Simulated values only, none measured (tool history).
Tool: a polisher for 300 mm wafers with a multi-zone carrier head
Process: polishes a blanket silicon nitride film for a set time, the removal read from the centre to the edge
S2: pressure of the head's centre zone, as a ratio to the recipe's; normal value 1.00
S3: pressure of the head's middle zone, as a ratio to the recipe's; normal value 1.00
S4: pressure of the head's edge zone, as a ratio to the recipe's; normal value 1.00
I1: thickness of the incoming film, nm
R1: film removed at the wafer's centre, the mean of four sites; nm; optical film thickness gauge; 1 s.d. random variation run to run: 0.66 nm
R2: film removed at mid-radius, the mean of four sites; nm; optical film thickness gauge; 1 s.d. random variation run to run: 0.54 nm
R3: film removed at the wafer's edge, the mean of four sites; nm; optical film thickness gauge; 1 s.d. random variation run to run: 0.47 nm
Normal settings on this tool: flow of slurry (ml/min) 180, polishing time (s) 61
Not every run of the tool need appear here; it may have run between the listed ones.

{"run": 1, "day": 0.0, "flow of slurry (ml/min)": 180, "S2": 1.0, "S3": 1.0, "S4": 1.0, "polishing time (s)": 61, "I1": 844.9, "R1": 72.8, "R2": 72.2, "R3": 75.2}
{"run": 2, "day": 2.583, "flow of slurry (ml/min)": 180, "S2": 1.0, "S3": 1.0, "S4": 1.0, "polishing time (s)": 61, "I1": 853.1, "R1": 72.2, "R2": 72.9, "R3": 75.6}
{"run": 3, "day": 5.458, "flow of slurry (ml/min)": 180, "S2": 1.0, "S3": 1.0, "S4": 1.05, "polishing time (s)": 73, "I1": 834.9, "R1": 86.8, "R2": 85.2, "R3": 92.3}
{"day": 10.092, "done": "worn pad replaced by a new one"}
{"run": 4, "day": 10.488, "flow of slurry (ml/min)": 180, "S2": 1.0, "S3": 1.0, "S4": 1.0, "polishing time (s)": 61, "I1": 833.9, "R1": 71.3, "R2": 70.5, "R3": 73.3}
{"day": 10.779, "done": "edge zone pressure recalibrated"}
{"run": 5, "day": 13.112, "flow of slurry (ml/min)": 180, "S2": 1.0, "S3": 1.0, "S4": 1.0, "polishing time (s)": 61, "I1": 841.5, "R1": 70.0, "R2": 68.5, "R3": 72.4}
{"run": 6, "day": 15.0, "flow of slurry (ml/min)": 180, "S2": 1.0, "S3": 1.0, "S4": 1.0, "polishing time (s)": 61, "I1": 851.7, "R1": 68.8, "R2": 67.5, "R3": 70.6}
{"day": 16.058, "done": "slurry nozzle cleaned"}
{"day": 16.146, "done": "centre zone pressure recalibrated"}
{"day": 18.271, "done": "carrier head's membrane replaced by a new one"}
{"run": 7, "day": 19.254, "flow of slurry (ml/min)": 180, "S2": 1.0, "S3": 1.0, "S4": 1.0, "polishing time (s)": 61, "I1": 842.9, "R1": 73.5, "R2": 72.6, "R3": 75.0}
{"run": 8, "day": 20.908, "flow of slurry (ml/min)": 180, "S2": 1.0, "S3": 1.0, "S4": 1.0, "polishing time (s)": 61, "I1": 855.7, "R1": 73.3, "R2": 72.9, "R3": 75.3}
{"day": 22.108, "done": "worn pad replaced by a new one"}
{"run": 9, "day": 23.754, "flow of slurry (ml/min)": 180, "S2": 1.0, "S3": 1.0, "S4": 1.0, "polishing time (s)": 61, "I1": 850.8, "R1": 73.4, "R2": 71.9, "R3": 74.0}
{"run": 10, "day": 26.692, "flow of slurry (ml/min)": 180, "S2": 1.0, "S3": 1.0, "S4": 1.0, "polishing time (s)": 61, "I1": 858.2, "R1": 72.4, "R2": 71.6, "R3": 74.8}
{"run": 11, "day": 28.375, "flow of slurry (ml/min)": 240, "S2": 1.0, "S3": 1.09, "S4": 0.93, "polishing time (s)": 51, "I1": 836.3, "R1": 63.5, "R2": 67.4, "R3": 62.0}
{"run": 12, "day": 31.358, "flow of slurry (ml/min)": 180, "S2": 0.91, "S3": 0.92, "S4": 1.03, "polishing time (s)": 80, "I1": 845.8, "R1": 84.8, "R2": 86.1, "R3": 99.3}
{"day": 33.25, "done": "worn pad replaced by a new one"}
{"run": 13, "day": 33.708, "flow of slurry (ml/min)": 180, "S2": 1.0, "S3": 1.0, "S4": 1.0, "polishing time (s)": 61, "I1": 838.3, "R1": 70.3, "R2": 69.5, "R3": 73.6}
{"run": 14, "day": 35.033, "flow of slurry (ml/min)": 180, "S2": 0.96, "S3": 1.1, "S4": 1.0, "polishing time (s)": 61, "I1": 850.4, "R1": 67.6, "R2": 76.2, "R3": 71.8}
{"run": 15, "day": 37.796, "flow of slurry (ml/min)": 180, "S2": 0.91, "S3": 0.95, "S4": 0.95, "polishing time (s)": 61, "I1": 836.7, "R1": 63.0, "R2": 65.2, "R3": 69.5}
{"run": 16, "day": 39.412, "flow of slurry (ml/min)": 205, "S2": 1.0, "S3": 1.0, "S4": 0.95, "polishing time (s)": 66, "I1": 853.4, "R1": 75.4, "R2": 75.0, "R3": 77.0}
{"day": 40.567, "done": "slurry nozzle cleaned"}
{"day": 41.171, "done": "edge zone pressure recalibrated"}
{"run": 17, "day": 41.5, "flow of slurry (ml/min)": 180, "S2": 0.92, "S3": 1.09, "S4": 1.0, "polishing time (s)": 78, "I1": 840.0, "R1": 86.1, "R2": 99.5, "R3": 94.9}
{"day": 43.942, "done": "worn pad replaced by a new one"}
{"run": 18, "day": 44.338, "flow of slurry (ml/min)": 180, "S2": 1.0, "S3": 1.0, "S4": 1.0, "polishing time (s)": 61, "I1": 850.6, "R1": 73.2, "R2": 70.5, "R3": 74.4}
{"run": 19, "day": 47.333, "flow of slurry (ml/min)": 180, "S2": 1.0, "S3": 1.0, "S4": 1.0, "polishing time (s)": 61, "I1": 859.6, "R1": 71.7, "R2": 70.6, "R3": 74.1}
{"run": 20, "day": 49.046, "flow of slurry (ml/min)": 180, "S2": 1.0, "S3": 1.0, "S4": 1.06, "polishing time (s)": 53, "I1": 856.7, "R1": 62.1, "R2": 62.4, "R3": 65.9}
{"run": 21, "day": 51.633, "flow of slurry (ml/min)": 180, "S2": 1.0, "S3": 1.0, "S4": 1.0, "polishing time (s)": 61, "I1": 859.8, "R1": 72.5, "R2": 70.7, "R3": 73.6}
{"run": 22, "day": 53.842, "flow of slurry (ml/min)": 180, "S2": 1.0, "S3": 0.93, "S4": 1.0, "polishing time (s)": 61, "I1": 855.0, "R1": 70.9, "R2": 65.6, "R3": 73.8}

Alternative continuations, all from the tool just after run 22; predict every row:
{"run": "A", "day": 53.858, "flow of slurry (ml/min)": 180, "S2": 1.0, "S3": 1.0, "S4": 1.11, "polishing time (s)": 61, "I1": 852.0, "R1": "?", "R2": "?", "R3": "?"}
{"run": "B", "day": 53.858, "flow of slurry (ml/min)": 150, "S2": 1.0, "S3": 1.05, "S4": 1.0, "polishing time (s)": 69, "I1": 852.0, "R1": "?", "R2": "?", "R3": "?"}
{"run": "C", "day": 53.858, "flow of slurry (ml/min)": 180, "S2": 1.0, "S3": 1.0, "S4": 0.9, "polishing time (s)": 61, "I1": 852.0, "R1": "?", "R2": "?", "R3": "?"}
{"run": "D", "day": 53.858, "flow of slurry (ml/min)": 210, "S2": 0.96, "S3": 1.11, "S4": 1.0, "polishing time (s)": 41, "I1": 852.0, "R1": "?", "R2": "?", "R3": "?"}

run=A R1=72.4 R2=69.6 R3=76.8
run=B R1=77.9 R2=78.5 R3=79.8
run=C R1=72.4 R2=69.6 R3=69.4
run=D R1=48.4 R2=52.8 R3=50.0
Had the tool no hidden state, the same runs would have come out as:
run=A R1=76.0 R2=72.6 R3=79.2
run=B R1=82.6 R2=82.6 R3=82.8
run=C R1=76.0 R2=72.7 R3=71.5
run=D R1=50.4 R2=54.7 R3=51.4
